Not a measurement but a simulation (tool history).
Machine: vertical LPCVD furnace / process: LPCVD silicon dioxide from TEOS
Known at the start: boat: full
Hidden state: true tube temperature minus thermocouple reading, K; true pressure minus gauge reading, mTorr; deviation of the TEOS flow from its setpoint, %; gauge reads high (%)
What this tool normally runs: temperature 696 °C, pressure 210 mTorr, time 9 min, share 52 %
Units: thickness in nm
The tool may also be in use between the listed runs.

| run | hour | temperature | pressure | time | share | wafers since the last listed run | hours since the last temperature calibration | hours since the pressure gauge was zeroed | hours since the TEOS flow controller was replaced | hours since the gauge calibration | read-back reference wafer on the same gauge, thickness | thickness |
|---|---|---|---|---|---|---|---|---|---|---|---|---|
| 1 | 0 | 689 | 240 | 9 | 52 | 0 | 2474.9 | 580.3 | 1248.1 | 913.2 | 53.06 | 39.99 |
| 2 | 28.7 | 689 | 240 | 9 | 52 | 807 | 2503.6 | 609 | 1276.8 | 941.9 | 53.08 | 39.9 |
|  | 55.1 | gauge calibrated |
| 3 | 88.2 | 696 | 210 | 7 | 52 | 1674 | 2563.1 | 668.5 | 1336.3 | 33.1 | 52.98 | 34.1 |
| 4 | 159.9 | 696 | 210 | 9 | 52 | 2017 | 2634.8 | 740.2 | 1408 | 104.8 | 52.97 | 43.99 |
| 5 | 197.2 | 696 | 210 | 9 | 52 | 1049 | 2672.1 | 777.5 | 1445.3 | 142.1 | 52.99 | 43.74 |
| 6 | 249.8 | 704 | 210 | 9 | 52 | 1479 | 2724.7 | 830.1 | 1497.9 | 194.7 | 52.98 | 52.82 |
| 7 | 321.2 | 704 | 210 | 9 | 52 | 2008 | 2796.1 | 901.5 | 1569.3 | 266.1 | 53.02 | 52.97 |
| 8 | 362.2 | 704 | 210 | 9 | 52 | 1153 | 2837.1 | 942.5 | 1610.3 | 307.1 | 52.95 | 52.83 |
| 9 | 409.1 | 696 | 210 | 9 | 52 | 1319 | 2884 | 989.4 | 1657.2 | 354 | 52.99 | 43.74 |
| 10 | 435.5 | 696 | 210 | 9 | 52 | 742 | 2910.4 | 1015.8 | 1683.6 | 380.4 | 52.96 | 43.92 |
| 11 | 478 | 700 | 210 | 9 | 52 | 1195 | 2952.9 | 1058.3 | 1726.1 | 422.9 | 53.02 | 47.96 |
| 12 | 510.5 | 696 | 210 | 9 | 52 | 914 | 2985.4 | 1090.8 | 1758.6 | 455.4 | 53.02 | 43.83 |
| 13 | 543.1 | 696 | 210 | 9 | 52 | 917 | 3018 | 1123.4 | 1791.2 | 488 | 52.98 | 43.64 |
| 14 | 586.1 | 702 | 230 | 11 | 48 | 1209 | 3061 | 1166.4 | 1834.2 | 531 | 53.01 | 61.95 |
| 15 | 620.3 | 689 | 210 | 5.5 | 52 | 962 | 3095.2 | 1200.6 | 1868.4 | 565.2 | 53.03 | 22.66 |
| 16 | 687.4 | 696 | 210 | 11 | 52 | 1887 | 3162.3 | 1267.7 | 1935.5 | 632.3 | 52.98 | 53.41 |
| 17 | 730.9 | 696 | 210 | 9 | 52 | 1223 | 3205.8 | 1311.2 | 1979 | 675.8 | 53.01 | 43.78 |
| 18 | 797.4 | 706 | 210 | 5.5 | 52 | 1870 | 3272.3 | 1377.7 | 2045.5 | 742.3 | 52.99 | 33.74 |
| 19 | 826.1 | 692 | 210 | 9 | 52 | 807 | 3301 | 1406.4 | 2074.2 | 771 | 53.07 | 39.64 |
| 20 | 877.5 | 696 | 210 | 9 | 52 | 1446 | 3352.4 | 1457.8 | 2125.6 | 822.4 | 52.95 | 43.9 |
|  | 881.6 | gauge calibrated |
| 21 | 904.7 | 696 | 210 | 8 | 52 | 765 | 3379.6 | 1485 | 2152.8 | 23.1 | 53.03 | 38.77 |
|  | 929.6 | thermocouples replaced and temperature profile calibrated |
| 22 | 951.9 | 696 | 210 | 9 | 52 | 652 | 22.3 | 1532.2 | 2200 | 70.3 | 53.02 | 43.6 |
| 23 | 984.8 | 696 | 185 | 9 | 52 | 925 | 55.2 | 1565.1 | 2232.9 | 103.2 | 53.06 | 41.03 |
| 24 | 1036.6 | 696 | 250 | 9 | 48 | 1457 | 107 | 1616.9 | 2284.7 | 155 | 52.99 | 45.95 |
| 25 | 1065.7 | 705 | 210 | 11 | 52 | 818 | 136.1 | 1646 | 2313.8 | 184.1 | 53.08 | 65.84 |
|  | 1124.5 | pressure gauge zeroed |
|  | 1127.8 | TEOS flow controller replaced |
| 26 | 1128.3 | 687 | 160 | 9 | 52 | 993 | 198.7 | 3.8 | 0.5 | 246.7 | 53 | 31.74 |
| 27 | 1188.8 | 696 | 210 | 9 | 52 | 1702 | 259.2 | 64.3 | 61 | 307.2 | 53.08 | 44.82 |
| 28 | 1254.2 | 696 | 210 | 9 | 52 | 1840 | 324.6 | 129.7 | 126.4 | 372.6 | 52.99 | 44.69 |
| 29 | 1315.9 | 696 | 210 | 9 | 58 | 1735 | 386.3 | 191.4 | 188.1 | 434.3 | 52.9 | 46.85 |
| 30 | 1365.9 | 706 | 210 | 9 | 52 | 1406 | 436.3 | 241.4 | 238.1 | 484.3 | 52.91 | 55.85 |
| 31 | 1431.1 | 696 | 250 | 9 | 45 | 1834 | 501.5 | 306.6 | 303.3 | 549.5 | 53 | 45.12 |
| 32 | 1499.3 | 692 | 185 | 9 | 52 | 1918 | 569.7 | 374.8 | 371.5 | 617.7 | 53.02 | 37.92 |

Here are 3 independent what-if runs from the current tool condition. What would each one return?
| A | 1502.4 | 696 | 235 | 9 | 52 | 87 | 572.8 | 377.9 | 374.6 | 620.8 | ? | ? |
| B | 1502.4 | 688 | 210 | 9 | 52 | 87 | 572.8 | 377.9 | 374.6 | 620.8 | ? | ? |
| C | 1502.4 | 691 | 255 | 10.5 | 46 | 87 | 572.8 | 377.9 | 374.6 | 620.8 | ? | ? |

| run | read-back reference wafer on the same gauge, thickness | thickness |
|---|---|---|
| A | 53 | 47.05 |
| B | 53 | 36.76 |
| C | 53 | 47.85 |
With no hidden state in the tool, these same runs would have given:
| run | thickness |
|---|---|
| A | 47.58 |
| B | 37.22 |
| C | 48.33 |
